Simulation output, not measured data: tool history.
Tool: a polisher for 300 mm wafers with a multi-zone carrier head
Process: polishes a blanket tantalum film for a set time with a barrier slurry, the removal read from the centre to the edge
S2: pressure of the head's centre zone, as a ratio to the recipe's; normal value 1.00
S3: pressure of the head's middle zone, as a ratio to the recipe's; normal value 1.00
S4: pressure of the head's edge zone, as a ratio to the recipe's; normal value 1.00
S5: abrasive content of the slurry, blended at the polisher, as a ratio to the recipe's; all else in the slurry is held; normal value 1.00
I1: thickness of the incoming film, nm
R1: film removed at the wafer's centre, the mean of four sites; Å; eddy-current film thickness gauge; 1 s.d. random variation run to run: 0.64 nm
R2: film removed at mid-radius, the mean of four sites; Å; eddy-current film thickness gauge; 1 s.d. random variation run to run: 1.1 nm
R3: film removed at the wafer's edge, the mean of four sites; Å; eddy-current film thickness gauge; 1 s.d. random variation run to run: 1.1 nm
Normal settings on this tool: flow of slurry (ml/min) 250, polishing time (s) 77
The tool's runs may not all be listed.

{"run": 1, "day": 0.0, "flow of slurry (ml/min)": 250, "S2": 0.95, "S3": 1.0, "S4": 1.0, "S5": 1.0, "polishing time (s)": 77, "I1": 349.9, "R1": 915, "R2": 1001, "R3": 990}
{"run": 2, "day": 1.546, "flow of slurry (ml/min)": 250, "S2": 0.95, "S3": 1.0, "S4": 1.0, "S5": 1.0, "polishing time (s)": 77, "I1": 348.8, "R1": 907, "R2": 1007, "R3": 985}
{"run": 3, "day": 3.379, "flow of slurry (ml/min)": 250, "S2": 1.0, "S3": 1.0, "S4": 1.0, "S5": 1.0, "polishing time (s)": 77, "I1": 348.1, "R1": 938, "R2": 1011, "R3": 1006}
{"run": 4, "day": 5.825, "flow of slurry (ml/min)": 250, "S2": 1.0, "S3": 1.0, "S4": 1.0, "S5": 1.0, "polishing time (s)": 77, "I1": 357.0, "R1": 934, "R2": 986, "R3": 1007}
{"day": 6.538, "done": "worn pad replaced by a new one"}
{"run": 5, "day": 9.125, "flow of slurry (ml/min)": 250, "S2": 1.0, "S3": 1.0, "S4": 1.0, "S5": 1.0, "polishing time (s)": 77, "I1": 352.7, "R1": 939, "R2": 994, "R3": 1008}
{"day": 10.892, "done": "centre zone pressure recalibrated"}
{"day": 13.633, "done": "slurry nozzle cleaned"}
{"day": 14.946, "done": "worn pad replaced by a new one"}
{"run": 6, "day": 15.425, "flow of slurry (ml/min)": 250, "S2": 1.0, "S3": 1.08, "S4": 1.0, "S5": 1.0, "polishing time (s)": 68, "I1": 349.3, "R1": 837, "R2": 949, "R3": 867}
{"run": 7, "day": 18.746, "flow of slurry (ml/min)": 250, "S2": 1.0, "S3": 1.08, "S4": 1.0, "S5": 1.0, "polishing time (s)": 68, "I1": 348.1, "R1": 826, "R2": 937, "R3": 879}
{"day": 20.4, "done": "carrier head's membrane replaced by a new one"}
{"run": 8, "day": 23.042, "flow of slurry (ml/min)": 325, "S2": 0.96, "S3": 1.0, "S4": 1.0, "S5": 1.0, "polishing time (s)": 77, "I1": 345.7, "R1": 914, "R2": 1042, "R3": 1014}
{"day": 23.712, "done": "worn pad replaced by a new one"}
{"day": 26.208, "done": "centre zone pressure recalibrated"}
{"run": 9, "day": 27.375, "flow of slurry (ml/min)": 250, "S2": 1.0, "S3": 0.9, "S4": 1.09, "S5": 1.0, "polishing time (s)": 77, "I1": 355.5, "R1": 967, "R2": 931, "R3": 1045}
{"day": 30.362, "done": "slurry nozzle cleaned"}
{"run": 10, "day": 30.717, "flow of slurry (ml/min)": 190, "S2": 1.1, "S3": 0.96, "S4": 1.0, "S5": 1.0, "polishing time (s)": 66, "I1": 351.5, "R1": 855, "R2": 810, "R3": 829}
{"day": 33.204, "done": "worn pad replaced by a new one"}
{"day": 33.621, "done": "edge zone pressure recalibrated"}
{"run": 11, "day": 33.762, "flow of slurry (ml/min)": 250, "S2": 1.06, "S3": 1.08, "S4": 1.09, "S5": 1.0, "polishing time (s)": 77, "I1": 353.9, "R1": 982, "R2": 1071, "R3": 1037}
{"run": 12, "day": 36.738, "flow of slurry (ml/min)": 285, "S2": 1.0, "S3": 1.0, "S4": 1.0, "S5": 1.0, "polishing time (s)": 101, "I1": 349.1, "R1": 1213, "R2": 1347, "R3": 1319}
{"run": 13, "day": 41.138, "flow of slurry (ml/min)": 285, "S2": 1.0, "S3": 1.0, "S4": 1.0, "S5": 1.0, "polishing time (s)": 101, "I1": 349.5, "R1": 1224, "R2": 1328, "R3": 1304}
{"day": 43.146, "done": "worn pad replaced by a new one"}
{"day": 43.496, "done": "centre zone pressure recalibrated"}
{"run": 14, "day": 43.858, "flow of slurry (ml/min)": 250, "S2": 0.95, "S3": 1.0, "S4": 1.0, "S5": 1.0, "polishing time (s)": 77, "I1": 353.6, "R1": 935, "R2": 999, "R3": 1001}

Below, some changes in R1 between adjacent runs. For each, the amount present without the hidden state too (settings, incoming material, random variation) and the amount remaining for the hidden state with gauge scatter not shared by both compared results:
Hidden state at play: removal rate lost through wear of the pad, %; slurry flow missing at the pad, %; deviation of the centre zone's pressure from its setpoint, %; deviation of the edge zone's pressure from its setpoint, %.
Run 13 -> 14: flow of slurry (ml/min) 285 -> 250, S2 1.00 -> 0.95, polishing time (s) 101 -> 77, worn pad replaced by a new one, centre zone pressure recalibrated. R1 -289 Å: hidden state +109, all else -398.
